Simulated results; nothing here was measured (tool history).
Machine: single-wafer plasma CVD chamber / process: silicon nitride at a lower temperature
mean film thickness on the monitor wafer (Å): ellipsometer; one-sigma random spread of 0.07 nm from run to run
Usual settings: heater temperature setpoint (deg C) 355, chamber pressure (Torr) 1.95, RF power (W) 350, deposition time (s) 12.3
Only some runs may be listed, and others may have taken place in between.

| run | hour | heater temperature setpoint (deg C) | chamber pressure (Torr) | RF power (W) | deposition time (s) | wafers since the last listed run | hours since the last thermocouple change | hours since the last RF generator calibration | hours since the last manometer calibration | hours since the showerhead was replaced | hours since the gauge calibration | read-back reference wafer on the same gauge, thickness_nm | mean film thickness on the monitor wafer (Å) |
|---|---|---|---|---|---|---|---|---|---|---|---|---|---|
| 1 | 0 | 355 | 1.95 | 350 | 12.3 | 0 | 2711.4 | 201.6 | 652.1 | 1836.7 | 2054.8 | 15.203 | 168.49 |
| 2 | 100.5 | 355 | 1.95 | 350 | 12.3 | 1813 | 2811.9 | 302.1 | 752.6 | 1937.2 | 2155.3 | 15.201 | 169.24 |
| 3 | 201.6 | 345 | 1.95 | 350 | 12.3 | 1824 | 2913 | 403.2 | 853.7 | 2038.3 | 2256.4 | 15.21 | 170.36 |
|  | 256.7 | thermocouple changed; heater temperature recalibrated |
| 4 | 303 | 345 | 1.95 | 350 | 12.3 | 1685 | 46.3 | 504.6 | 955.1 | 2139.7 | 2357.8 | 15.188 | 170.98 |
| 5 | 372.6 | 345 | 1.95 | 350 | 12.3 | 1256 | 115.9 | 574.2 | 1024.7 | 2209.3 | 2427.4 | 15.199 | 171.44 |
| 6 | 433.9 | 355 | 1.95 | 405 | 13.5 | 1106 | 177.2 | 635.5 | 1086 | 2270.6 | 2488.7 | 15.19 | 204.63 |
| 7 | 495.1 | 355 | 1.95 | 305 | 14.3 | 1104 | 238.4 | 696.7 | 1147.2 | 2331.8 | 2549.9 | 15.188 | 183.56 |
| 8 | 553.1 | 355 | 1.95 | 350 | 11.6 | 1046 | 296.4 | 754.7 | 1205.2 | 2389.8 | 2607.9 | 15.184 | 160.6 |
| 9 | 590.9 | 368 | 1.95 | 350 | 13.1 | 682 | 334.2 | 792.5 | 1243 | 2427.6 | 2645.7 | 15.194 | 180.02 |
| 10 | 662.7 | 369 | 2.24 | 350 | 11.5 | 1295 | 406 | 864.3 | 1314.8 | 2499.4 | 2717.5 | 15.216 | 163.47 |
| 11 | 748.1 | 355 | 1.95 | 350 | 12.3 | 1541 | 491.4 | 949.7 | 1400.2 | 2584.8 | 2802.9 | 15.198 | 171.54 |
| 12 | 784.8 | 355 | 1.95 | 350 | 12.3 | 662 | 528.1 | 986.4 | 1436.9 | 2621.5 | 2839.6 | 15.205 | 170.72 |
| 13 | 840.1 | 343 | 1.95 | 350 | 13.3 | 998 | 583.4 | 1041.7 | 1492.2 | 2676.8 | 2894.9 | 15.191 | 185.09 |
| 14 | 903.2 | 345 | 1.95 | 350 | 12.3 | 1138 | 646.5 | 1104.8 | 1555.3 | 2739.9 | 2958 | 15.207 | 170.81 |
|  | 974 | capacitance manometer re-zeroed and calibrated |
| 15 | 1010.1 | 355 | 1.95 | 350 | 14.4 | 1785 | 753.4 | 1211.7 | 36.1 | 2846.8 | 3064.9 | 15.182 | 197.78 |
|  | 1033.6 | RF generator calibrated |
|  | 1075 | showerhead replaced |
| 16 | 1103.9 | 355 | 1.95 | 350 | 9.9 | 1404 | 847.2 | 70.3 | 129.9 | 28.9 | 3158.7 | 15.186 | 134.7 |
| 17 | 1167 | 364 | 1.95 | 305 | 12.3 | 1138 | 910.3 | 133.4 | 193 | 92 | 3221.8 | 15.2 | 154.83 |
|  | 1210.6 | gauge calibrated |
| 18 | 1214.9 | 355 | 1.95 | 350 | 12.3 | 864 | 958.2 | 181.3 | 240.9 | 139.9 | 4.3 | 15.187 | 167.5 |
| 19 | 1287.6 | 361 | 1.95 | 350 | 11.6 | 1312 | 1030.9 | 254 | 313.6 | 212.6 | 77 | 15.201 | 158.52 |
| 20 | 1364.1 | 341 | 1.95 | 320 | 14.7 | 1380 | 1107.4 | 330.5 | 390.1 | 289.1 | 153.5 | 15.216 | 193.44 |
| 21 | 1421.6 | 355 | 1.95 | 350 | 12.3 | 1037 | 1164.9 | 388 | 447.6 | 346.6 | 211 | 15.201 | 169.28 |
| 22 | 1528 | 344 | 1.72 | 310 | 10.6 | 1920 | 1271.3 | 494.4 | 554 | 453 | 317.4 | 15.213 | 132.17 |
| 23 | 1583.2 | 355 | 1.95 | 370 | 12.3 | 996 | 1326.5 | 549.6 | 609.2 | 508.2 | 372.6 | 15.218 | 174.07 |
| 24 | 1662.1 | 363 | 1.95 | 350 | 10.4 | 1424 | 1405.4 | 628.5 | 688.1 | 587.1 | 451.5 | 15.196 | 142.99 |
| 25 | 1732.8 | 355 | 1.95 | 350 | 12.3 | 1276 | 1476.1 | 699.2 | 758.8 | 657.8 | 522.2 | 15.219 | 168.92 |
| 26 | 1786.1 | 341 | 1.95 | 350 | 13.4 | 962 | 1529.4 | 752.5 | 812.1 | 711.1 | 575.5 | 15.197 | 185.17 |
| 27 | 1847.6 | 355 | 1.95 | 350 | 11.2 | 1110 | 1590.9 | 814 | 873.6 | 772.6 | 637 | 15.215 | 154.17 |
| 28 | 1916.8 | 365 | 1.95 | 385 | 13.3 | 1248 | 1660.1 | 883.2 | 942.8 | 841.8 | 706.2 | 15.184 | 195.45 |
| 29 | 1966.1 | 355 | 1.95 | 350 | 12.3 | 889 | 1709.4 | 932.5 | 992.1 | 891.1 | 755.5 | 15.22 | 170.61 |

Predict each of these 3 candidate next runs independently; none follows another, all start after run 29:
| A | 1966.5 | 355 | 1.95 | 350 | 12.3 | 7 | 1709.8 | 932.9 | 992.5 | 891.5 | 755.9 | ? | ? |
| B | 1966.5 | 369 | 2.42 | 415 | 12.3 | 7 | 1709.8 | 932.9 | 992.5 | 891.5 | 755.9 | ? | ? |
| C | 1966.5 | 367 | 1.95 | 305 | 14.7 | 7 | 1709.8 | 932.9 | 992.5 | 891.5 | 755.9 | ? | ? |

| run | read-back reference wafer on the same gauge, thickness_nm | mean film thickness on the monitor wafer (Å) |
|---|---|---|
| A | 15.2 | 170.61 |
| B | 15.2 | 195.94 |
| C | 15.2 | 186.79 |
Take away the tool's hidden state, keep each run's random variation, and the runs would have read:
| run | mean film thickness on the monitor wafer (Å) |
|---|---|
| A | 168.62 |
| B | 193.73 |
| C | 184.61 |

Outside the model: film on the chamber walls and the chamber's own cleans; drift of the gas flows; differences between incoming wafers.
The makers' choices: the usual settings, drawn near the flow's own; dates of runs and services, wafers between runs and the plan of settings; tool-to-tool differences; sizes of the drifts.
